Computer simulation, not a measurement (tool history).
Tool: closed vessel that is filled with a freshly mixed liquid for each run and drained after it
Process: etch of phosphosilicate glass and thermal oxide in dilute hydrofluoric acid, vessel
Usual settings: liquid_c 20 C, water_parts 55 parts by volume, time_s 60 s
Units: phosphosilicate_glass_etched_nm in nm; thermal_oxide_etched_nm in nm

run	hour	liquid_c	water_parts	time_s	read-back film thickness of the phosphosilicate glass reference wafer, read on the same gauge (nm)	read-back film thickness of the thermal oxide reference wafer, read on the same gauge (nm)	phosphosilicate_glass_etched_nm	thermal_oxide_etched_nm
1	0	20	55	60	129.98	130.001	150	4.477
2	97.7	20	55	60	130	129.993	148.78	4.45
3	141.7	20	55	60	129.99	130.054	150.74	4.416
# hour 168.7: hydrofluoric acid flow meter replaced
# hour 174.7: gauge calibrated
4	201.5	20	45	60	130.02	129.978	186.75	5.482
5	271.7	20	45	60	130	129.986	185.23	5.524
6	333.4	20	45	60	129.98	130.004	184.59	5.566
7	426.7	20	55	60	130.01	129.996	150.97	4.45
8	513.1	24	75	60	130.02	129.989	127.57	3.778
9	572.8	20	55	60	130	130.021	151	4.502
# hour 613.8: hydrofluoric acid flow meter replaced
10	617.6	20	55	60	130.04	129.986	150.8	4.4
# hour 668.2: thermometer replaced
11	687.7	17.5	65	45	129.98	129.993	80.25	2.417
12	743.4	20	40	30	130	129.988	100.82	3.003
13	799	17	70	35	130.02	130.001	56.66	1.686
14	852.7	23.5	25	85	129.99	129.994	544.85	16.194
15	906.6	17.5	85	85	129.98	129.978	115.6	3.455
16	986.5	23.5	80	75	129.99	130.023	140.65	4.119
17	1090	22.5	55	60	130.01	130.001	162.29	4.818
# hour 1130.6: hydrofluoric acid flow meter replaced
18	1329.7	17	75	45	130.01	130.016	68.36	2.047
19	1417.7	20	55	60	130.02	130.015	144.83	4.31
20	1479.5	20	55	60	130	129.98	147.49	4.31
# hour 1541.2: hydrofluoric acid flow meter replaced
21	1577.9	20	30	60	129.99	129.988	273.91	8.287
22	1622.6	17	55	85	129.99	130.005	182.5	5.432
23	1703.7	17.5	30	50	130	129.994	208.61	6.124
24	1785.8	17	70	35	130	130.034	57.61	1.735

Forecast each of these 5 alternatives for the next run:
A	1786.5	20	55	60	?	?	?	?
B	1786.5	20	55	95	?	?	?	?
C	1786.5	24	45	85	?	?	?	?
D	1786.5	17	55	90	?	?	?	?
E	1786.5	17	40	60	?	?	?	?

run	read-back film thickness of the phosphosilicate glass reference wafer, read on the same gauge (nm)	read-back film thickness of the thermal oxide reference wafer, read on the same gauge (nm)	phosphosilicate_glass_etched_nm	thermal_oxide_etched_nm
A	129.99	129.987	145.05	4.356
B	129.99	129.987	229.66	6.897
C	129.99	129.987	300.45	9.022
D	129.99	129.987	191.46	5.75
E	129.99	129.987	178.52	5.361
Without the tool's hidden state the same runs would have given:
run	phosphosilicate_glass_etched_nm	thermal_oxide_etched_nm
A	141.12	4.238
B	223.45	6.71
C	292.51	8.784
D	186.16	5.59
E	173.53	5.211
